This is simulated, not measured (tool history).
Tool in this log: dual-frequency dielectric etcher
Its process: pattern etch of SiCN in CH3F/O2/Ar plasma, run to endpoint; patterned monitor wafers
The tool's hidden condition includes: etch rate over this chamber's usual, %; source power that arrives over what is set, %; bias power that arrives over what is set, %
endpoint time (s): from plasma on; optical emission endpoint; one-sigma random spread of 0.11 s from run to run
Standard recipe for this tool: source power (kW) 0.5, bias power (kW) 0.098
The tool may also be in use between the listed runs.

| run | hour | source power (kW) | bias power (kW) | wafers since the last listed run | hours since the last wet clean | hours since the last source power generator calibration | hours since the last bias power generator calibration | hours since the last upper electrode change | incoming incoming film thickness, nm | endpoint time (s) |
|---|---|---|---|---|---|---|---|---|---|---|
| 1 | 0 | 0.54 | 0.098 | 0 | 53.5 | 3470.8 | 2036.6 | 1991.2 | 13.43 | 30.1 |
| 2 | 42.6 | 0.54 | 0.098 | 823 | 96.1 | 3513.4 | 2079.2 | 2033.8 | 13.36 | 29.9 |
| 3 | 106.1 | 0.54 | 0.098 | 1227 | 159.6 | 3576.9 | 2142.7 | 2097.3 | 13.23 | 29.6 |
| 4 | 150.1 | 0.5 | 0.098 | 850 | 203.6 | 3620.9 | 2186.7 | 2141.3 | 13.46 | 30.4 |
| 5 | 202.9 | 0.5 | 0.081 | 1020 | 256.4 | 3673.7 | 2239.5 | 2194.1 | 13.47 | 33 |
|  | 347.8 | wet clean of the chamber |
| 6 | 374.6 | 0.5 | 0.081 | 2854 | 26.8 | 3845.4 | 2411.2 | 2365.8 | 13.4 | 34.1 |
| 7 | 412 | 0.5 | 0.081 | 722 | 64.2 | 3882.8 | 2448.6 | 2403.2 | 13.39 | 33.7 |
| 8 | 470.3 | 0.44 | 0.098 | 1126 | 122.5 | 3941.1 | 2506.9 | 2461.5 | 13.36 | 31.5 |
| 9 | 500.3 | 0.5 | 0.113 | 579 | 152.5 | 3971.1 | 2536.9 | 2491.5 | 13.59 | 29 |
| 10 | 532 | 0.5 | 0.113 | 612 | 184.2 | 4002.8 | 2568.6 | 2523.2 | 13.36 | 28.4 |
|  | 673.1 | bias power generator calibrated |
|  | 724.6 | wet clean of the chamber |
| 11 | 725.1 | 0.5 | 0.098 | 3190 | 0.5 | 4195.9 | 52 | 2716.3 | 13.33 | 30.2 |
| 12 | 769.4 | 0.5 | 0.098 | 856 | 44.8 | 4240.2 | 96.3 | 2760.6 | 13.38 | 30.1 |
| 13 | 808.3 | 0.44 | 0.092 | 751 | 83.7 | 4279.1 | 135.2 | 2799.5 | 13.53 | 32.3 |
| 14 | 875.6 | 0.44 | 0.092 | 1300 | 151 | 4346.4 | 202.5 | 2866.8 | 13.39 | 31.9 |
| 15 | 934.3 | 0.57 | 0.098 | 1134 | 209.7 | 4405.1 | 261.2 | 2925.5 | 13.37 | 28.8 |
| 16 | 990.6 | 0.57 | 0.098 | 1088 | 266 | 4461.4 | 317.5 | 2981.8 | 13.37 | 28.7 |
|  | 1052.1 | upper electrode replaced |
|  | 1073.2 | wet clean of the chamber |
| 17 | 1073.7 | 0.5 | 0.098 | 734 | 0.5 | 4544.5 | 400.6 | 21.6 | 13.5 | 30.9 |
| 18 | 1080.3 | 0.44 | 0.089 | 127 | 7.1 | 4551.1 | 407.2 | 28.2 | 13.43 | 33 |
| 19 | 1119.5 | 0.5 | 0.091 | 757 | 46.3 | 4590.3 | 446.4 | 67.4 | 13.41 | 31.8 |
| 20 | 1148.4 | 0.5 | 0.098 | 558 | 75.2 | 4619.2 | 475.3 | 96.3 | 13.5 | 30.7 |
| 21 | 1205 | 0.45 | 0.098 | 1093 | 131.8 | 4675.8 | 531.9 | 152.9 | 13.35 | 31 |
| 22 | 1231.9 | 0.5 | 0.098 | 519 | 158.7 | 4702.7 | 558.8 | 179.8 | 13.31 | 30 |
| 23 | 1291.3 | 0.5 | 0.098 | 1148 | 218.1 | 4762.1 | 618.2 | 239.2 | 13.32 | 29.9 |
| 24 | 1341.4 | 0.6 | 0.111 | 968 | 268.2 | 4812.2 | 668.3 | 289.3 | 13.54 | 27.3 |
| 25 | 1411.1 | 0.54 | 0.098 | 1347 | 337.9 | 4881.9 | 738 | 359 | 13.14 | 28.4 |
| 26 | 1440.5 | 0.57 | 0.109 | 568 | 367.3 | 4911.3 | 767.4 | 388.4 | 13.42 | 27.4 |
|  | 1457.8 | source power generator calibrated |
|  | 1474.4 | wet clean of the chamber |
| 27 | 1487.8 | 0.43 | 0.113 | 516 | 13.4 | 30 | 814.7 | 435.7 | 13.28 | 29.5 |
| 28 | 1593.7 | 0.5 | 0.084 | 2046 | 119.3 | 135.9 | 920.6 | 541.6 | 13.33 | 32.6 |
| 29 | 1635.3 | 0.58 | 0.086 | 804 | 160.9 | 177.5 | 962.2 | 583.2 | 13.47 | 31 |
| 30 | 1673.8 | 0.6 | 0.114 | 744 | 199.4 | 216 | 1000.7 | 621.7 | 13.45 | 26.9 |
| 31 | 1716.4 | 0.62 | 0.111 | 823 | 242 | 258.6 | 1043.3 | 664.3 | 13.62 | 27.3 |
| 32 | 1768.6 | 0.39 | 0.112 | 1008 | 294.2 | 310.8 | 1095.5 | 716.5 | 13.23 | 29.3 |
| 33 | 1816.5 | 0.5 | 0.09 | 925 | 342.1 | 358.7 | 1143.4 | 764.4 | 13.4 | 31.1 |
|  | 1879 | wet clean of the chamber |
| 34 | 1882.1 | 0.4 | 0.12 | 804 | 3.1 | 424.3 | 1209 | 830 | 13.31 | 29 |

Measured less the same run without the tool's hidden state. The same run-to-run variation is in both; the gauge's scatter may not be:
| run | endpoint time (s) |
|---|---|
| 1 | +0.4 |
| 2 | +0.3 |
| 3 | +0 |
| 4 | -0.1 |
| 5 | -0.3 |
| 6 | +0.8 |
| 7 | +0.7 |
| 8 | +0.5 |
| 9 | +0.4 |
| 10 | +0.2 |
| 11 | +0.1 |
| 12 | +0 |
| 13 | -0.2 |
| 14 | -0.3 |
| 15 | -0.5 |
| 16 | -0.6 |
| 17 | +0.3 |
| 18 | +0.3 |
| 19 | +0.2 |
| 20 | +0.1 |
| 21 | +0 |
| 22 | -0.1 |
| 23 | -0.3 |
| 24 | -0.4 |
| 25 | -0.6 |
| 26 | -0.7 |
| 27 | +0.4 |
| 28 | +0.1 |
| 29 | +0 |
| 30 | -0.1 |
| 31 | -0.2 |
| 32 | -0.4 |
| 33 | -0.5 |
| 34 | +0.4 |
